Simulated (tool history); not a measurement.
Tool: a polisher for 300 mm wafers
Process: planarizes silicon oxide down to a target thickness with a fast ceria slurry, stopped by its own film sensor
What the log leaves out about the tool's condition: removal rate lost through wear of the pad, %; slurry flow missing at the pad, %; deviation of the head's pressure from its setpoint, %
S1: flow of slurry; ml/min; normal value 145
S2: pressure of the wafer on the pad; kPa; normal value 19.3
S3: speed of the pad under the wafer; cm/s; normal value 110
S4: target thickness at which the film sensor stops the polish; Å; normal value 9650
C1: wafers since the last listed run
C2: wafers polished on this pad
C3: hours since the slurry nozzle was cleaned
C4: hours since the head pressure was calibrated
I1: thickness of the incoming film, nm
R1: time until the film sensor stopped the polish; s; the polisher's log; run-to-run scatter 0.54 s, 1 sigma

Run 1, hour 0: usual settings; C1 0; C2 2645; C3 120.4; C4 364.8; I1 1764.4. Result: R1 48.8 s.
At hour 59.4: worn pad replaced by a new one.
Run 2, hour 61.2: usual settings; C1 856; C2 26; C3 181.6; C4 426; I1 1769.4. Result: R1 46 s.
Run 3, hour 124.8: usual settings; C1 952; C2 978; C3 245.2; C4 489.6; I1 1785.1. Result: R1 47.6 s.
At hour 305.2: worn pad replaced by a new one.
Run 4, hour 319.9: usual settings; C1 2860; C2 220; C3 440.3; C4 684.7; I1 1794.3. Result: R1 44.4 s.
At hour 358.1: head pressure recalibrated.
Run 5, hour 361.8: usual settings; C1 597; C2 817; C3 482.2; C4 3.7; I1 1810.8. Result: R1 52.4 s.
Run 6, hour 395.3: usual settings; C1 501; C2 1319; C3 515.7; C4 37.2; I1 1795.8. Result: R1 52.1 s.
Run 7, hour 438.6: usual settings; C1 648; C2 1967; C3 559; C4 80.5; I1 1744.8. Result: R1 48.8 s.
Run 8, hour 463.2: usual settings; C1 368; C2 2335; C3 583.6; C4 105.1; I1 1778.9. Result: R1 52.4 s.
Run 9, hour 496.5: usual settings; C1 498; C2 2834; C3 616.9; C4 138.4; I1 1779.9. Result: R1 52.9 s.
At hour 525.7: worn pad replaced by a new one.
Run 10, hour 631.9: usual settings; C1 1966; C2 1589; C3 752.3; C4 273.8; I1 1757.1. Result: R1 47.9 s.
At hour 655.2: slurry nozzle cleaned.
Run 11, hour 698.9: usual settings; C1 987; C2 2577; C3 43.7; C4 340.8; I1 1792.5. Result: R1 52.8 s.
At hour 734.5: worn pad replaced by a new one.
Run 12, hour 735: usual settings but S2 23.4 kPa; C1 480; C2 6; C3 79.8; C4 376.9; I1 1789.6. Result: R1 40.2 s.
Run 13, hour 775: usual settings; C1 598; C2 605; C3 119.8; C4 416.9; I1 1777.6. Result: R1 48.2 s.
Run 14, hour 805.2: usual settings but S3 148 cm/s, S4 11330 Å; C1 452; C2 1057; C3 150; C4 447.1; I1 1794. Result: R1 30.1 s.
Run 15, hour 860.1: usual settings but S1 160 ml/min; C1 821; C2 1879; C3 204.9; C4 502; I1 1745.7. Result: R1 46.1 s.
Run 16, hour 911.1: usual settings but S2 13.1 kPa; C1 763; C2 2643; C3 255.9; C4 553; I1 1782.6. Result: R1 73.5 s.
At hour 945.9: worn pad replaced by a new one.
Run 17, hour 976.9: usual settings but S2 24.1 kPa, S4 10970 Å; C1 925; C2 463; C3 321.7; C4 618.8; I1 1794.7. Result: R1 31.5 s.
Run 18, hour 1020: usual settings but S3 138 cm/s, S4 7770 Å; C1 645; C2 1108; C3 364.8; C4 661.9; I1 1763. Result: R1 45.3 s.
At hour 1041.7: head pressure recalibrated.
Run 19, hour 1088.2: usual settings; C1 990; C2 2099; C3 433; C4 46.5; I1 1763.7. Result: R1 50.9 s.

Consider 4 possible next runs. They are alternatives, not a sequence: every one starts from the tool as it was left by run 19. What does each give?
Run A, hour 1088.6: usual settings but S1 175 ml/min; C1 5; C2 2105; C3 433.4; C4 46.9; I1 1800.4. Result: R1 ?.
Run B, hour 1088.6: usual settings but S1 95 ml/min, S3 122 cm/s; C1 5; C2 2105; C3 433.4; C4 46.9; I1 1800.4. Result: R1 ?.
Run C, hour 1088.6: usual settings but S1 165 ml/min, S2 13.8 kPa, S3 126 cm/s; C1 5; C2 2105; C3 433.4; C4 46.9; I1 1800.4. Result: R1 ?.
Run D, hour 1088.6: usual settings but S2 13.1 kPa, S3 128 cm/s; C1 5; C2 2105; C3 433.4; C4 46.9; I1 1800.4. Result: R1 ?.

run    R1
  A  51.4
  B  52.8
  C  63.4
  D  67.2
Stripped of hidden state, with their random variation kept, the same runs would have yielded:
run    R1
  A  48.1
  B  49.3
  C  59.3
  D  62.9
